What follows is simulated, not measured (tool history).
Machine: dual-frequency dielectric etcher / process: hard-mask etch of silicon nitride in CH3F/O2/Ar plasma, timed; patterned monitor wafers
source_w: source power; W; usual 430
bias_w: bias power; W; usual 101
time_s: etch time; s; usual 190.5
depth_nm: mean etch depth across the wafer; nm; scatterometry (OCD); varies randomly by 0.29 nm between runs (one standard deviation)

run,hour,source_w,bias_w,time_s,wafers since the last listed run,hours since the last wet clean,hours since the last source power generator calibration,hours since the last bias power generator calibration,hours since the last upper electrode change,hours since the gauge calibration,"read-back reference wafer on the same gauge, depth_nm",depth_nm
1,0.0,430,116,190.5,0,384.0,4169.9,2191.9,4449.0,472.9,129.0,166.6
# hour 63.3: wet clean of the chamber
# hour 178.7: gauge calibrated
2,230.1,430,116,190.5,1425,166.8,4400.0,2422.0,4679.1,51.4,129.0,165.5
3,280.0,430,116,190.5,345,216.7,4449.9,2471.9,4729.0,101.3,129.0,166.2
4,336.7,430,101,190.5,392,273.4,4506.6,2528.6,4785.7,158.0,129.0,157.6
5,377.0,430,101,190.5,278,313.7,4546.9,2568.9,4826.0,198.3,129.0,157.5
# hour 415.2: upper electrode replaced
6,418.6,430,101,190.5,121,355.3,4588.5,2610.5,3.4,239.9,129.0,158.2
# hour 513.5: wet clean of the chamber
7,514.0,430,101,190.5,493,0.5,4683.9,2705.9,98.8,335.3,129.0,154.4
# hour 521.9: bias power generator calibrated
8,534.7,430,101,166.5,115,21.2,4704.6,12.8,119.5,356.0,129.0,138.4
# hour 600.4: source power generator calibrated
9,604.9,430,101,166.5,457,91.4,4.5,83.0,189.7,426.2,129.0,138.6
10,709.4,430,101,233.5,722,195.9,109.0,187.5,294.2,530.7,129.0,195.6
11,806.3,430,101,190.5,670,292.8,205.9,284.4,391.1,627.6,129.0,160.0
# hour 841.5: gauge calibrated
12,857.0,510,90,190.5,350,343.5,256.6,335.1,441.8,15.5,128.9,162.8
# hour 972.4: wet clean of the chamber
13,972.9,430,101,171.5,635,0.5,372.5,451.0,557.7,131.4,129.0,141.4
14,1013.0,430,115,190.5,277,40.6,412.6,491.1,597.8,171.5,129.0,166.1
15,1072.8,400,101,190.5,413,100.4,472.4,550.9,657.6,231.3,128.9,154.3
16,1130.2,530,90,175.5,396,157.8,529.8,608.3,715.0,288.7,129.0,149.4
17,1195.5,430,124,190.5,451,223.1,595.1,673.6,780.3,354.0,129.0,172.2
18,1288.8,480,101,190.5,645,316.4,688.4,766.9,873.6,447.3,129.0,165.2

Branching from run 18: 3 alternative next runs. What would each branch give?
A,1289.3,430,101,141.5,3,316.9,688.9,767.4,874.1,447.8,?,?
B,1289.3,510,101,190.5,3,316.9,688.9,767.4,874.1,447.8,?,?
C,1289.3,470,101,216.5,3,316.9,688.9,767.4,874.1,447.8,?,?

run,"read-back reference wafer on the same gauge, depth_nm",depth_nm
A,129.0,118.3
B,129.0,168.6
C,129.0,186.5
Without the tool's hidden state the same runs would have given:
run,depth_nm
A,116.6
B,166.3
C,183.9
